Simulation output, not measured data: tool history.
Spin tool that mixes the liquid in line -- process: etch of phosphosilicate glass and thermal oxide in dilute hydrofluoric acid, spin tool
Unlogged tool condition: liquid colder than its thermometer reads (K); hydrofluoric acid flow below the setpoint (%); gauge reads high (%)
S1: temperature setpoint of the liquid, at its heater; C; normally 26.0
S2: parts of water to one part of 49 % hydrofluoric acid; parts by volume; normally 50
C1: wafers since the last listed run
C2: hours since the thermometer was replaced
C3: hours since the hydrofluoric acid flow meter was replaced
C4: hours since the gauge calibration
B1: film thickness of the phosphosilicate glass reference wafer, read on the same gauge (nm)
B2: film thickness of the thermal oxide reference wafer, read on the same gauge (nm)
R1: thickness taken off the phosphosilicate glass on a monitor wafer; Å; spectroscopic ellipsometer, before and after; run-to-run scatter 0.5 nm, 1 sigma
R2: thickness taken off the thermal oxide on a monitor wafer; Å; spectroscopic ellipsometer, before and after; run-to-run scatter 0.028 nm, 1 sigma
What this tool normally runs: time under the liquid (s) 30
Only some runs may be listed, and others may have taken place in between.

Run 1, hour 0.0: usual settings but S1 28.5 C; C1 0; C2 1472.8; C3 0.5; C4 2900.6; B1 130.02; B2 40.002. Result: R1 567.9 Å, R2 34.84 Å.
Run 2, hour 52.1: usual settings; C1 1007; C2 1524.9; C3 52.6; C4 2952.7; B1 129.97; B2 40.001. Result: R1 506.6 Å, R2 30.98 Å.
Run 3, hour 121.8: usual settings; C1 1348; C2 1594.6; C3 122.3; C4 3022.4; B1 129.95; B2 39.992. Result: R1 504.0 Å, R2 30.79 Å.
Run 4, hour 193.8: usual settings; C1 1392; C2 1666.6; C3 194.3; C4 3094.4; B1 129.99; B2 40.013. Result: R1 505.6 Å, R2 30.78 Å.
Run 5, hour 252.8: usual settings but S2 70 parts by volume; C1 1141; C2 1725.6; C3 253.3; C4 3153.4; B1 129.99; B2 39.998. Result: R1 350.2 Å, R2 20.89 Å.
At hour 336.4: gauge calibrated.
Run 6, hour 343.6: usual settings but S2 45 parts by volume; C1 1756; C2 1816.4; C3 344.1; C4 7.2; B1 130.02; B2 39.992. Result: R1 551.8 Å, R2 34.31 Å.
Run 7, hour 424.9: usual settings; C1 1572; C2 1897.7; C3 425.4; C4 88.5; B1 130.01; B2 40.016. Result: R1 495.7 Å, R2 30.18 Å.
Run 8, hour 468.0: usual settings but S1 24.5 C, S2 65 parts by volume, time under the liquid (s) 25; C1 833; C2 1940.8; C3 468.5; C4 131.6; B1 130.00; B2 40.017. Result: R1 292.3 Å, R2 17.77 Å.
Run 9, hour 557.7: usual settings but S1 23.5 C; C1 1735; C2 2030.5; C3 558.2; C4 221.3; B1 129.99; B2 40.000. Result: R1 435.3 Å, R2 26.53 Å.
Run 10, hour 644.4: usual settings; C1 1677; C2 2117.2; C3 644.9; C4 308.0; B1 130.01; B2 39.997. Result: R1 486.2 Å, R2 29.88 Å.
Run 11, hour 708.8: usual settings but S1 29.5 C, S2 40 parts by volume, time under the liquid (s) 45; C1 1245; C2 2181.6; C3 709.3; C4 372.4; B1 130.03; B2 39.988. Result: R1 1054.4 Å, R2 64.19 Å.
Run 12, hour 812.1: usual settings but S1 31.0 C, S2 70 parts by volume, time under the liquid (s) 20; C1 1998; C2 2284.9; C3 812.6; C4 475.7; B1 130.01; B2 40.008. Result: R1 270.1 Å, R2 16.35 Å.
At hour 876.0: thermometer replaced.
Run 13, hour 893.7: usual settings; C1 1559; C2 17.7; C3 894.2; C4 557.3; B1 129.99; B2 39.971. Result: R1 522.9 Å, R2 31.59 Å.
Run 14, hour 989.9: usual settings; C1 1861; C2 113.9; C3 990.4; C4 653.5; B1 130.05; B2 40.007. Result: R1 519.3 Å, R2 31.56 Å.
Run 15, hour 1283.6: usual settings but S1 23.5 C, S2 30 parts by volume, time under the liquid (s) 40; C1 5682; C2 407.6; C3 1284.1; C4 947.2; B1 130.06; B2 39.999. Result: R1 1021.8 Å, R2 62.47 Å.
Run 16, hour 1346.5: usual settings but time under the liquid (s) 35; C1 1216; C2 470.5; C3 1347.0; C4 1010.1; B1 129.95; B2 40.008. Result: R1 579.4 Å, R2 35.55 Å.
Run 17, hour 1391.6: usual settings; C1 872; C2 515.6; C3 1392.1; C4 1055.2; B1 130.03; B2 39.999. Result: R1 492.1 Å, R2 30.37 Å.
At hour 1394.7: hydrofluoric acid flow meter replaced.
Run 18, hour 1494.5: usual settings; C1 1971; C2 618.5; C3 99.8; C4 1158.1; B1 129.98; B2 40.003. Result: R1 526.5 Å, R2 32.40 Å.
Run 19, hour 1585.0: usual settings but S1 28.0 C, S2 70 parts by volume; C1 1750; C2 709.0; C3 190.3; C4 1248.6; B1 130.02; B2 39.981. Result: R1 396.6 Å, R2 24.40 Å.
Run 20, hour 1688.0: usual settings; C1 1992; C2 812.0; C3 293.3; C4 1351.6; B1 129.98; B2 39.989. Result: R1 525.5 Å, R2 31.56 Å.
Run 21, hour 1786.1: usual settings but S1 24.5 C, S2 40 parts by volume; C1 1897; C2 910.1; C3 391.4; C4 1449.7; B1 130.02; B2 40.005. Result: R1 622.5 Å, R2 37.72 Å.
Run 22, hour 1881.8: usual settings but S2 65 parts by volume; C1 1851; C2 1005.8; C3 487.1; C4 1545.4; B1 129.98; B2 40.001. Result: R1 382.9 Å, R2 23.75 Å.
Run 23, hour 1956.8: usual settings but S1 22.0 C, S2 45 parts by volume, time under the liquid (s) 15; C1 1450; C2 1080.8; C3 562.1; C4 1620.4; B1 130.00; B2 40.003. Result: R1 243.5 Å, R2 14.74 Å.
Run 24, hour 2038.3: usual settings but S2 35 parts by volume; C1 1576; C2 1162.3; C3 643.6; C4 1701.9; B1 130.00; B2 40.002. Result: R1 742.9 Å, R2 44.20 Å.
Run 25, hour 2108.0: usual settings but time under the liquid (s) 25; C1 1348; C2 1232.0; C3 713.3; C4 1771.6; B1 129.99; B2 39.977. Result: R1 420.1 Å, R2 25.49 Å.
Run 26, hour 2169.5: usual settings but S1 30.5 C, S2 60 parts by volume, time under the liquid (s) 45; C1 1189; C2 1293.5; C3 774.8; C4 1833.1; B1 129.97; B2 39.998. Result: R1 726.7 Å, R2 44.40 Å.

What if the next run were any one of these 3? Each begins from the tool's condition after run 26:
Run A, hour 2169.9: usual settings but time under the liquid (s) 15; C1 7; C2 1293.9; C3 775.2; C4 1833.5; B1 ?; B2 ?. Result: R1 ?, R2 ?.
Run B, hour 2169.9: usual settings but time under the liquid (s) 50; C1 7; C2 1293.9; C3 775.2; C4 1833.5; B1 ?; B2 ?. Result: R1 ?, R2 ?.
Run C, hour 2169.9: usual settings but S2 45 parts by volume, time under the liquid (s) 25; C1 7; C2 1293.9; C3 775.2; C4 1833.5; B1 ?; B2 ?. Result: R1 ?, R2 ?.

run      B1      B2     R1     R2
  A  129.98  39.979  252.6  15.18
  B  129.98  39.979  841.9  50.61
  C  129.98  39.979  471.0  28.32
Stripped of hidden state, with their random variation kept, the same runs would have yielded:
run     R1     R2
  A  276.1  16.60
  B  920.3  55.32
  C  514.9  30.95
